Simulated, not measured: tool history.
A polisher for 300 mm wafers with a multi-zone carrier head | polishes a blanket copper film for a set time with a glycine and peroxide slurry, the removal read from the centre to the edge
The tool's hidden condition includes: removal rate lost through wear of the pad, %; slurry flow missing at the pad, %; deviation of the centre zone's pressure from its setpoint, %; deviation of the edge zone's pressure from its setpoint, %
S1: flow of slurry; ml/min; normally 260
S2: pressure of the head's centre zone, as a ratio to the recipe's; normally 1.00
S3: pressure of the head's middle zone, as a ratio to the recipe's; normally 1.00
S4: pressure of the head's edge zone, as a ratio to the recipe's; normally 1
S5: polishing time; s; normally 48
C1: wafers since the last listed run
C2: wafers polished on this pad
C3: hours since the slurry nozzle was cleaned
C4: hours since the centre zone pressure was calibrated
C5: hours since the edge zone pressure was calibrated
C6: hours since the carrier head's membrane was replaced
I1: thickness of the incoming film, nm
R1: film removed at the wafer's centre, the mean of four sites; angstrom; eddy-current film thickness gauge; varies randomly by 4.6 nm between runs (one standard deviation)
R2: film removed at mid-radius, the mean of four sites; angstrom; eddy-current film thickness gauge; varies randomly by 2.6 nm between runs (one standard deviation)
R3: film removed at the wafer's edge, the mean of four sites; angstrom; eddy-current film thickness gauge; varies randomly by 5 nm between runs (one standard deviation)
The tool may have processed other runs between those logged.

| run | hour | S1 | S2 | S3 | S4 | S5 | C1 | C2 | C3 | C4 | C5 | C6 | I1 | R1 | R2 | R3 |
|---|---|---|---|---|---|---|---|---|---|---|---|---|---|---|---|---|
| 1 | 0.0 | 260 | 0.91 | 1.00 | 1 | 48 | 0 | 614 | 170.3 | 450.2 | 85.1 | 1323.1 | 1856.1 | 3273 | 3555 | 3577 |
| 2 | 25.3 | 260 | 0.91 | 1.00 | 1 | 48 | 341 | 956 | 195.6 | 475.5 | 110.4 | 1348.4 | 1848.9 | 3301 | 3524 | 3440 |
|  | 51.6 | slurry nozzle cleaned |
| 3 | 90.9 | 260 | 0.91 | 1.00 | 1 | 48 | 873 | 1829 | 39.3 | 541.1 | 176.0 | 1414.0 | 1832.8 | 3280 | 3580 | 3516 |
|  | 133.9 | centre zone pressure recalibrated |
| 4 | 147.9 | 305 | 1.00 | 1.00 | 1 | 48 | 743 | 2573 | 96.3 | 14.0 | 233.0 | 1471.0 | 1822.6 | 3595 | 3621 | 3584 |
|  | 159.3 | worn pad replaced by a new one |
| 5 | 218.2 | 305 | 1.00 | 1.00 | 1 | 48 | 896 | 796 | 166.6 | 84.3 | 303.3 | 1541.3 | 1839.1 | 3559 | 3658 | 3685 |
| 6 | 261.0 | 305 | 1.00 | 1.00 | 1 | 48 | 578 | 1374 | 209.4 | 127.1 | 346.1 | 1584.1 | 1813.5 | 3636 | 3613 | 3556 |
|  | 283.3 | slurry nozzle cleaned |
|  | 288.0 | carrier head's membrane replaced by a new one |
| 7 | 321.9 | 260 | 1.00 | 1.00 | 1 | 48 | 746 | 2121 | 38.6 | 188.0 | 407.0 | 33.9 | 1839.9 | 3589 | 3533 | 3523 |
|  | 359.8 | edge zone pressure recalibrated |
| 8 | 369.8 | 260 | 1.00 | 1.00 | 1 | 48 | 620 | 2742 | 86.5 | 235.9 | 10.0 | 81.8 | 1849.6 | 3653 | 3547 | 3457 |
|  | 401.9 | worn pad replaced by a new one |
| 9 | 434.4 | 260 | 1.00 | 1.00 | 1 | 48 | 819 | 439 | 151.1 | 300.5 | 74.6 | 146.4 | 1814.9 | 3589 | 3498 | 3613 |
| 10 | 496.7 | 260 | 1.00 | 1.00 | 1 | 48 | 842 | 1281 | 213.4 | 362.8 | 136.9 | 208.7 | 1821.4 | 3525 | 3553 | 3455 |

The next listed run, before its measurement:
|  | 525.5 | slurry nozzle cleaned |
| 11 | 556.2 | 260 | 1.00 | 1.05 | 1 | 64 | 790 | 2071 | 30.7 | 422.3 | 196.4 | 268.2 | 1848.2 | ? | ? | ? |

{"run 11": {"R1": 4828, "R2": 4883, "R3": 4737}}
Minus the tool's unlogged condition, the same run would have read R1 4828 angstrom, R2 4883 angstrom, R3 4737 angstrom.
